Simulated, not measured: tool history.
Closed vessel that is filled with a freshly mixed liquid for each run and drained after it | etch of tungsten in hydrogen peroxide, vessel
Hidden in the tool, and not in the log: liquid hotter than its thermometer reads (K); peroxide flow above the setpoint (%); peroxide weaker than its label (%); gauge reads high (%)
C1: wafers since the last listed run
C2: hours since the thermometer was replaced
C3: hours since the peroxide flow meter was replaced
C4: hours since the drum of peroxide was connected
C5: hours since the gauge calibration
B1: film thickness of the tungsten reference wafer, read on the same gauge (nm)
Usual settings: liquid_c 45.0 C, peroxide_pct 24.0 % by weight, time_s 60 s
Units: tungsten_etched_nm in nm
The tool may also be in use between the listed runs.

run 1 day=0.000 | liquid_c=42.0 peroxide_pct=24.0 time_s=60 | C1=0 C2=630.6 C3=1329.5 C4=347.7 C5=72.7 | B1=120.02 | tungsten_etched_nm=76.79
run 2 day=2.892 | liquid_c=45.0 peroxide_pct=24.0 time_s=60 | C1=7094 C2=700.0 C3=1398.9 C4=417.1 C5=142.1 | B1=120.00 | tungsten_etched_nm=92.72
run 3 day=5.642 | liquid_c=45.0 peroxide_pct=24.0 time_s=60 | C1=6747 C2=766.0 C3=1464.9 C4=483.1 C5=208.1 | B1=119.98 | tungsten_etched_nm=93.57
run 4 day=8.629 | liquid_c=45.0 peroxide_pct=24.0 time_s=60 | C1=7329 C2=837.7 C3=1536.6 C4=554.8 C5=279.8 | B1=119.98 | tungsten_etched_nm=93.38
run 5 day=10.662 | liquid_c=45.0 peroxide_pct=24.0 time_s=60 | C1=4988 C2=886.5 C3=1585.4 C4=603.6 C5=328.6 | B1=120.01 | tungsten_etched_nm=93.37
run 6 day=12.325 | liquid_c=45.0 peroxide_pct=24.0 time_s=60 | C1=4078 C2=926.4 C3=1625.3 C4=643.5 C5=368.5 | B1=120.02 | tungsten_etched_nm=93.09
run 7 day=14.858 | liquid_c=45.0 peroxide_pct=24.0 time_s=60 | C1=6215 C2=987.2 C3=1686.1 C4=704.3 C5=429.3 | B1=120.02 | tungsten_etched_nm=93.56
run 8 day=15.967 | liquid_c=45.0 peroxide_pct=24.0 time_s=60 | C1=2719 C2=1013.8 C3=1712.7 C4=730.9 C5=455.9 | B1=120.03 | tungsten_etched_nm=93.52
run 9 day=17.108 | liquid_c=45.0 peroxide_pct=24.0 time_s=60 | C1=2801 C2=1041.2 C3=1740.1 C4=758.3 C5=483.3 | B1=119.98 | tungsten_etched_nm=93.80
-- day=17.754 gauge calibrated
run 10 day=18.383 | liquid_c=45.0 peroxide_pct=24.0 time_s=60 | C1=3128 C2=1071.8 C3=1770.7 C4=788.9 C5=15.1 | B1=120.00 | tungsten_etched_nm=93.80
run 11 day=20.604 | liquid_c=45.0 peroxide_pct=24.0 time_s=75 | C1=5448 C2=1125.1 C3=1824.0 C4=842.2 C5=68.4 | B1=120.00 | tungsten_etched_nm=117.47
-- day=21.875 new drum of peroxide connected
-- day=26.271 peroxide flow meter replaced
-- day=29.162 thermometer replaced
run 12 day=29.312 | liquid_c=49.5 peroxide_pct=24.0 time_s=60 | C1=21059 C2=3.6 C3=73.0 C4=178.5 C5=277.4 | B1=120.02 | tungsten_etched_nm=120.05
run 13 day=30.550 | liquid_c=45.0 peroxide_pct=30.0 time_s=60 | C1=3036 C2=33.3 C3=102.7 C4=208.2 C5=307.1 | B1=119.99 | tungsten_etched_nm=101.06
run 14 day=31.558 | liquid_c=45.0 peroxide_pct=24.0 time_s=60 | C1=2473 C2=57.5 C3=126.9 C4=232.4 C5=331.3 | B1=119.97 | tungsten_etched_nm=90.52
run 15 day=33.638 | liquid_c=54.5 peroxide_pct=29.5 time_s=60 | C1=5101 C2=107.4 C3=176.8 C4=282.3 C5=381.2 | B1=120.00 | tungsten_etched_nm=180.02
run 16 day=35.221 | liquid_c=36.0 peroxide_pct=24.0 time_s=60 | C1=3884 C2=145.4 C3=214.8 C4=320.3 C5=419.2 | B1=120.01 | tungsten_etched_nm=50.84
run 17 day=37.467 | liquid_c=36.5 peroxide_pct=30.0 time_s=70 | C1=5510 C2=199.3 C3=268.7 C4=374.2 C5=473.1 | B1=119.99 | tungsten_etched_nm=68.99

The next listed run, before its measurement:
run 18 day=38.479 | liquid_c=45.0 peroxide_pct=20.5 time_s=60 | C1=2484 C2=223.6 C3=293.0 C4=398.5 C5=497.4 | B1=? | tungsten_etched_nm=?

B1: 120.02
tungsten_etched_nm: 84.58 nm
Without the tool's hidden state the same run would have given tungsten_etched_nm 83.94 nm.
